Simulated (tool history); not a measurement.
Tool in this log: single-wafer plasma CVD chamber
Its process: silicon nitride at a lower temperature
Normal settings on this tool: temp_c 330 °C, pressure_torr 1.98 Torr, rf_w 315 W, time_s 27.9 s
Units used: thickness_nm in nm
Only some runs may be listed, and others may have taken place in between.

| run | day | temp_c | pressure_torr | rf_w | time_s | wafers since the last listed run | hours since the last thermocouple change | hours since the last RF generator calibration | hours since the last manometer calibration | hours since the showerhead was replaced | hours since the gauge calibration | read-back reference wafer on the same gauge, thickness_nm | thickness_nm |
|---|---|---|---|---|---|---|---|---|---|---|---|---|---|
| 1 | 0 | 330 | 1.98 | 315 | 27.9 | 0 | 2028.6 | 2185.5 | 1533.2 | 5635 | 116.2 | 45.97 | 37.188 |
| 2 | 0.517 | 330 | 1.98 | 315 | 27.9 | 226 | 2041 | 2197.9 | 1545.6 | 5647.4 | 128.6 | 45.975 | 37.264 |
|  | 1.1 | gauge calibrated |
| 3 | 2.925 | 330 | 1.98 | 315 | 27.9 | 1054 | 2098.8 | 2255.7 | 1603.4 | 5705.2 | 43.8 | 46.001 | 37.171 |
| 4 | 4.179 | 330 | 1.98 | 315 | 27.9 | 548 | 2128.9 | 2285.8 | 1633.5 | 5735.3 | 73.9 | 45.987 | 37.119 |
| 5 | 5.171 | 330 | 1.98 | 315 | 27.9 | 434 | 2152.7 | 2309.6 | 1657.3 | 5759.1 | 97.7 | 46.007 | 36.995 |
|  | 5.746 | thermocouple changed; heater temperature recalibrated |
| 6 | 5.812 | 330 | 1.98 | 315 | 27.9 | 134 | 1.6 | 2325 | 1672.7 | 5774.5 | 113.1 | 45.992 | 36.898 |
|  | 6.321 | capacitance manometer re-zeroed and calibrated |
|  | 6.767 | RF generator calibrated |
|  | 6.958 | showerhead replaced |
| 7 | 7.092 | 330 | 1.98 | 315 | 27.9 | 184 | 32.3 | 7.8 | 18.5 | 3.2 | 143.8 | 45.998 | 39.199 |
| 8 | 7.638 | 330 | 1.98 | 315 | 27.9 | 238 | 45.4 | 20.9 | 31.6 | 16.3 | 156.9 | 45.983 | 39.324 |
| 9 | 8.142 | 345 | 1.98 | 370 | 27.9 | 220 | 57.5 | 33 | 43.7 | 28.4 | 169 | 45.985 | 44.102 |
| 10 | 8.742 | 330 | 2.16 | 315 | 27.9 | 262 | 71.9 | 47.4 | 58.1 | 42.8 | 183.4 | 45.977 | 39.941 |
|  | 8.762 | gauge calibrated |
| 11 | 9.45 | 330 | 1.81 | 265 | 27.9 | 310 | 88.9 | 64.4 | 75.1 | 59.8 | 16.5 | 45.979 | 33.092 |
| 12 | 10.129 | 319 | 1.57 | 315 | 27.9 | 297 | 105.2 | 80.7 | 91.4 | 76.1 | 32.8 | 45.983 | 37.354 |
| 13 | 10.738 | 321 | 1.78 | 315 | 24 | 266 | 119.8 | 95.3 | 106 | 90.7 | 47.4 | 46.02 | 33.009 |
| 14 | 11.738 | 330 | 1.98 | 315 | 27.9 | 437 | 143.8 | 119.3 | 130 | 114.7 | 71.4 | 46.013 | 39.268 |
| 15 | 13.229 | 330 | 1.98 | 315 | 33.3 | 652 | 179.6 | 155.1 | 165.8 | 150.5 | 107.2 | 45.991 | 46.899 |

State the hidden condition of the tool at each of the runs:
wafer temperature above the value expected at the setpoint (K): 0 in every run
true pressure above the setpoint (%): 0 in every run
gauge reads high (%): 0 in every run
H1: delivered RF power above the setpoint (%)
| run | H1 |
|---|---|
| 1 | -6.31 |
| 2 | -6.38 |
| 3 | -6.71 |
| 4 | -6.89 |
| 5 | -7.03 |
| 6 | -7.12 |
| 7 | -0.456 |
| 8 | -0.457 |
| 9 | -0.457 |
| 10 | -0.459 |
| 11 | -0.461 |
| 12 | -0.464 |
| 13 | -0.468 |
| 14 | -0.474 |
| 15 | -0.487 |
